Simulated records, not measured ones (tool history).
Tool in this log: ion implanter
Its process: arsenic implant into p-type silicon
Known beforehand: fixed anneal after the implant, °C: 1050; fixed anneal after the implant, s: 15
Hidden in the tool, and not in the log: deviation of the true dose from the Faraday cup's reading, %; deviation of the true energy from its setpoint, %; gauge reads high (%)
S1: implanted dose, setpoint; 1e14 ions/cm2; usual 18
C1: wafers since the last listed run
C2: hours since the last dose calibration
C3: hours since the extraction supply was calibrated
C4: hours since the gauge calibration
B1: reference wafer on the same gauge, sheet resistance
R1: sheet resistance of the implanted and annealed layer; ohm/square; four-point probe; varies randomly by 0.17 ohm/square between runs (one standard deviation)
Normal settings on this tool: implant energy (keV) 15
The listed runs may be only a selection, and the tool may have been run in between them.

{"run": 1, "hour": 0.0, "S1": 18, "implant energy (keV)": 11, "C1": 0, "C2": 1862.4, "C3": 4139.1, "C4": 107.7, "B1": 78.87, "R1": 91.61}
{"run": 2, "hour": 61.3, "S1": 18, "implant energy (keV)": 11, "C1": 721, "C2": 1923.7, "C3": 4200.4, "C4": 169, "B1": 78.9, "R1": 91.4}
{"run": 3, "hour": 104.4, "S1": 18, "implant energy (keV)": 11, "C1": 507, "C2": 1966.8, "C3": 4243.5, "C4": 212.1, "B1": 78.92, "R1": 91.63}
{"run": 4, "hour": 157.4, "S1": 13.84, "implant energy (keV)": 15, "C1": 623, "C2": 2019.8, "C3": 4296.5, "C4": 265.1, "B1": 78.98, "R1": 98.8}
{"run": 5, "hour": 210.2, "S1": 18, "implant energy (keV)": 15, "C1": 621, "C2": 2072.6, "C3": 4349.3, "C4": 317.9, "B1": 78.96, "R1": 88.82}
{"run": 6, "hour": 259.3, "S1": 18, "implant energy (keV)": 15, "C1": 578, "C2": 2121.7, "C3": 4398.4, "C4": 367, "B1": 78.88, "R1": 88.84}
{"run": 7, "hour": 313.9, "S1": 18, "implant energy (keV)": 15, "C1": 642, "C2": 2176.3, "C3": 4453, "C4": 421.6, "B1": 78.94, "R1": 88.65}
{"run": 8, "hour": 382.1, "S1": 20.34, "implant energy (keV)": 15, "C1": 802, "C2": 2244.5, "C3": 4521.2, "C4": 489.8, "B1": 78.94, "R1": 85.21}
{"run": 9, "hour": 430.2, "S1": 20.34, "implant energy (keV)": 15, "C1": 566, "C2": 2292.6, "C3": 4569.3, "C4": 537.9, "B1": 78.81, "R1": 85.41}
{"run": 10, "hour": 464.5, "S1": 16.83, "implant energy (keV)": 15, "C1": 403, "C2": 2326.9, "C3": 4603.6, "C4": 572.2, "B1": 78.93, "R1": 90.94}
{"hour": 500.7, "done": "Faraday cup replaced and dose calibrated"}
{"run": 11, "hour": 519.8, "S1": 18, "implant energy (keV)": 15, "C1": 556, "C2": 19.1, "C3": 4658.9, "C4": 627.5, "B1": 78.87, "R1": 87.63}
{"run": 12, "hour": 551.6, "S1": 18, "implant energy (keV)": 15, "C1": 374, "C2": 50.9, "C3": 4690.7, "C4": 659.3, "B1": 78.96, "R1": 87.62}
{"hour": 598.0, "done": "extraction supply calibrated"}
{"run": 13, "hour": 618.7, "S1": 16.16, "implant energy (keV)": 20, "C1": 695, "C2": 118, "C3": 20.7, "C4": 726.4, "B1": 78.93, "R1": 87.01}
{"hour": 644.0, "done": "gauge calibrated"}
{"run": 14, "hour": 780.7, "S1": 21.36, "implant energy (keV)": 13, "C1": 1907, "C2": 280, "C3": 182.7, "C4": 136.7, "B1": 78.9, "R1": 84.75}
{"run": 15, "hour": 815.8, "S1": 18, "implant energy (keV)": 18.5, "C1": 413, "C2": 315.1, "C3": 217.8, "C4": 171.8, "B1": 78.9, "R1": 84.83}
{"run": 16, "hour": 885.9, "S1": 18, "implant energy (keV)": 15, "C1": 825, "C2": 385.2, "C3": 287.9, "C4": 241.9, "B1": 78.86, "R1": 87.62}
{"run": 17, "hour": 958.7, "S1": 18, "implant energy (keV)": 15, "C1": 857, "C2": 458, "C3": 360.7, "C4": 314.7, "B1": 78.86, "R1": 87.96}
{"run": 18, "hour": 1030.3, "S1": 22.4, "implant energy (keV)": 18, "C1": 842, "C2": 529.6, "C3": 432.3, "C4": 386.3, "B1": 78.85, "R1": 79.37}
{"run": 19, "hour": 1086.6, "S1": 21.59, "implant energy (keV)": 15, "C1": 662, "C2": 585.9, "C3": 488.6, "C4": 442.6, "B1": 78.89, "R1": 83.26}
{"run": 20, "hour": 1116.3, "S1": 18, "implant energy (keV)": 10.5, "C1": 349, "C2": 615.6, "C3": 518.3, "C4": 472.3, "B1": 78.83, "R1": 91.32}
{"run": 21, "hour": 1156.3, "S1": 14.44, "implant energy (keV)": 17, "C1": 470, "C2": 655.6, "C3": 558.3, "C4": 512.3, "B1": 78.92, "R1": 94.53}
{"run": 22, "hour": 1187.3, "S1": 13.81, "implant energy (keV)": 15, "C1": 364, "C2": 686.6, "C3": 589.3, "C4": 543.3, "B1": 78.92, "R1": 97.71}
{"run": 23, "hour": 1234.5, "S1": 18, "implant energy (keV)": 12.5, "C1": 555, "C2": 733.8, "C3": 636.5, "C4": 590.5, "B1": 78.86, "R1": 89.96}
{"run": 24, "hour": 1294.5, "S1": 18, "implant energy (keV)": 15, "C1": 706, "C2": 793.8, "C3": 696.5, "C4": 650.5, "B1": 78.86, "R1": 87.98}

Consider 4 possible next runs. They are alternatives, not a sequence: every one starts from the tool as it was left by run 24. What does each give?
{"run": "A", "hour": 1294.9, "S1": 16.39, "implant energy (keV)": 15, "C1": 4, "C2": 794.2, "C3": 696.9, "C4": 650.9, "B1": "?", "R1": "?"}
{"run": "B", "hour": 1294.9, "S1": 14.33, "implant energy (keV)": 15, "C1": 4, "C2": 794.2, "C3": 696.9, "C4": 650.9, "B1": "?", "R1": "?"}
{"run": "C", "hour": 1294.9, "S1": 18, "implant energy (keV)": 17, "C1": 4, "C2": 794.2, "C3": 696.9, "C4": 650.9, "B1": "?", "R1": "?"}
{"run": "D", "hour": 1294.9, "S1": 22.4, "implant energy (keV)": 13.5, "C1": 4, "C2": 794.2, "C3": 696.9, "C4": 650.9, "B1": "?", "R1": "?"}

run=A B1=78.86 R1=91.22
run=B B1=78.86 R1=96.47
run=C B1=78.86 R1=86.53
run=D B1=78.86 R1=83.61
What these runs would have given with no unlogged condition in the tool:
run=A R1=90.38
run=B R1=95.44
run=C R1=85.79
run=D R1=83.08
